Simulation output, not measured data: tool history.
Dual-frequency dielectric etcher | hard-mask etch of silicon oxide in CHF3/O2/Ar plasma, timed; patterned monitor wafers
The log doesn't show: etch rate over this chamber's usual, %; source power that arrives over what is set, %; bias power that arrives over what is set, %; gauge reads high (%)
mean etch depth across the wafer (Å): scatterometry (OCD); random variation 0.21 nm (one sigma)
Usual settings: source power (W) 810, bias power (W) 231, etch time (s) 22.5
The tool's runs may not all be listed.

| run | hour | source power (W) | bias power (W) | etch time (s) | wafers since the last listed run | hours since the last wet clean | hours since the last source power generator calibration | hours since the last bias power generator calibration | hours since the last upper electrode change | hours since the gauge calibration | read-back reference wafer on the same gauge, depth_nm | mean etch depth across the wafer (Å) |
|---|---|---|---|---|---|---|---|---|---|---|---|---|
| 1 | 0 | 690 | 231 | 22.5 | 0 | 342.3 | 1750.5 | 1069 | 606.9 | 731.8 | 57.1 | 531 |
| 2 | 97.2 | 650 | 231 | 24 | 1435 | 439.5 | 1847.7 | 1166.2 | 704.1 | 829 | 57.1 | 550 |
|  | 131.8 | wet clean of the chamber |
| 3 | 146.9 | 650 | 231 | 24 | 379 | 15.1 | 1897.4 | 1215.9 | 753.8 | 878.7 | 57 | 553 |
| 4 | 216.1 | 650 | 231 | 24 | 1021 | 84.3 | 1966.6 | 1285.1 | 823 | 947.9 | 57.1 | 549 |
| 5 | 314.5 | 810 | 231 | 22.5 | 1453 | 182.7 | 2065 | 1383.5 | 921.4 | 1046.3 | 57.1 | 578 |
| 6 | 385.6 | 810 | 231 | 22.5 | 1050 | 253.8 | 2136.1 | 1454.6 | 992.5 | 1117.4 | 57.1 | 580 |
| 7 | 432 | 810 | 231 | 22.5 | 685 | 300.2 | 2182.5 | 1501 | 1038.9 | 1163.8 | 57.1 | 577 |
| 8 | 491.5 | 810 | 231 | 22.5 | 878 | 359.7 | 2242 | 1560.5 | 1098.4 | 1223.3 | 57.1 | 576 |
|  | 667.1 | wet clean of the chamber |
| 9 | 760.9 | 810 | 231 | 22.5 | 3624 | 93.8 | 2511.4 | 1829.9 | 1367.8 | 1492.7 | 57.1 | 579 |
| 10 | 834.1 | 810 | 231 | 22.5 | 1081 | 167 | 2584.6 | 1903.1 | 1441 | 1565.9 | 57 | 580 |
|  | 870.3 | gauge calibrated |
| 11 | 916.2 | 810 | 248 | 22.5 | 1212 | 249.1 | 2666.7 | 1985.2 | 1523.1 | 45.9 | 57 | 592 |
| 12 | 985.6 | 890 | 231 | 22.5 | 1024 | 318.5 | 2736.1 | 2054.6 | 1592.5 | 115.3 | 57.1 | 605 |
|  | 990.9 | bias power generator calibrated |
| 13 | 1147.1 | 890 | 231 | 22.5 | 2326 | 480 | 2897.6 | 156.2 | 1754 | 276.8 | 57.1 | 609 |
|  | 1224.4 | wet clean of the chamber |
| 14 | 1224.9 | 850 | 231 | 22.5 | 794 | 0.5 | 2975.4 | 234 | 1831.8 | 354.6 | 57.1 | 592 |
| 15 | 1279.8 | 810 | 231 | 22.5 | 810 | 55.4 | 3030.3 | 288.9 | 1886.7 | 409.5 | 57.1 | 581 |
| 16 | 1346.2 | 1000 | 177 | 22.5 | 980 | 121.8 | 3096.7 | 355.3 | 1953.1 | 475.9 | 57.2 | 591 |
| 17 | 1441.8 | 1000 | 231 | 27 | 1411 | 217.4 | 3192.3 | 450.9 | 2048.7 | 571.5 | 57.2 | 773 |
|  | 1474.4 | source power generator calibrated |
| 18 | 1484.7 | 810 | 231 | 22.5 | 574 | 260.3 | 10.3 | 493.8 | 2091.6 | 614.4 | 57 | 567 |
| 19 | 1547.3 | 810 | 176 | 22.5 | 924 | 322.9 | 72.9 | 556.4 | 2154.2 | 677 | 57.2 | 525 |
|  | 1578.2 | upper electrode replaced, of another model than before |
| 20 | 1616.1 | 750 | 193 | 27.5 | 661 | 391.7 | 141.7 | 625.2 | 37.9 | 745.8 | 57.1 | 630 |
|  | 1688.7 | wet clean of the chamber |
| 21 | 1715.2 | 960 | 211 | 22.5 | 1109 | 26.5 | 240.8 | 724.3 | 137 | 844.9 | 57.1 | 571 |
| 22 | 1780.4 | 640 | 231 | 22.5 | 962 | 91.7 | 306 | 789.5 | 202.2 | 910.1 | 57.1 | 535 |
| 23 | 1864.6 | 810 | 231 | 27 | 1243 | 175.9 | 390.2 | 873.7 | 286.4 | 994.3 | 57.1 | 684 |
| 24 | 1934 | 900 | 231 | 26 | 1024 | 245.3 | 459.6 | 943.1 | 355.8 | 1063.7 | 57.1 | 679 |
| 25 | 2033.1 | 810 | 248 | 22.5 | 1463 | 344.4 | 558.7 | 1042.2 | 454.9 | 1162.8 | 57.1 | 584 |
| 26 | 2120.2 | 920 | 231 | 26.5 | 1286 | 431.5 | 645.8 | 1129.3 | 542 | 1249.9 | 57.2 | 691 |
| 27 | 2166.5 | 640 | 215 | 28.5 | 683 | 477.8 | 692.1 | 1175.6 | 588.3 | 1296.2 | 57.1 | 656 |
|  | 2220.1 | wet clean of the chamber |
| 28 | 2252.2 | 810 | 274 | 25.5 | 911 | 32.1 | 777.8 | 1261.3 | 674 | 1381.9 | 57.1 | 691 |
| 29 | 2326 | 900 | 203 | 22.5 | 1089 | 105.9 | 851.6 | 1335.1 | 747.8 | 1455.7 | 57.1 | 551 |

Forecast each of these 4 alternatives for the next run:
| A | 2326.4 | 810 | 231 | 22.5 | 5 | 106.3 | 852 | 1335.5 | 748.2 | 1456.1 | ? | ? |
| B | 2326.4 | 810 | 180 | 20 | 5 | 106.3 | 852 | 1335.5 | 748.2 | 1456.1 | ? | ? |
| C | 2326.4 | 630 | 181 | 27 | 5 | 106.3 | 852 | 1335.5 | 748.2 | 1456.1 | ? | ? |
| D | 2326.4 | 810 | 177 | 20 | 5 | 106.3 | 852 | 1335.5 | 748.2 | 1456.1 | ? | ? |

| run | read-back reference wafer on the same gauge, depth_nm | mean etch depth across the wafer (Å) |
|---|---|---|
| A | 57 | 566 |
| B | 57 | 454 |
| C | 57 | 576 |
| D | 57 | 451 |
Without the tool's hidden state the same runs would have given:
| run | mean etch depth across the wafer (Å) |
|---|---|
| A | 564 |
| B | 453 |
| C | 575 |
| D | 450 |
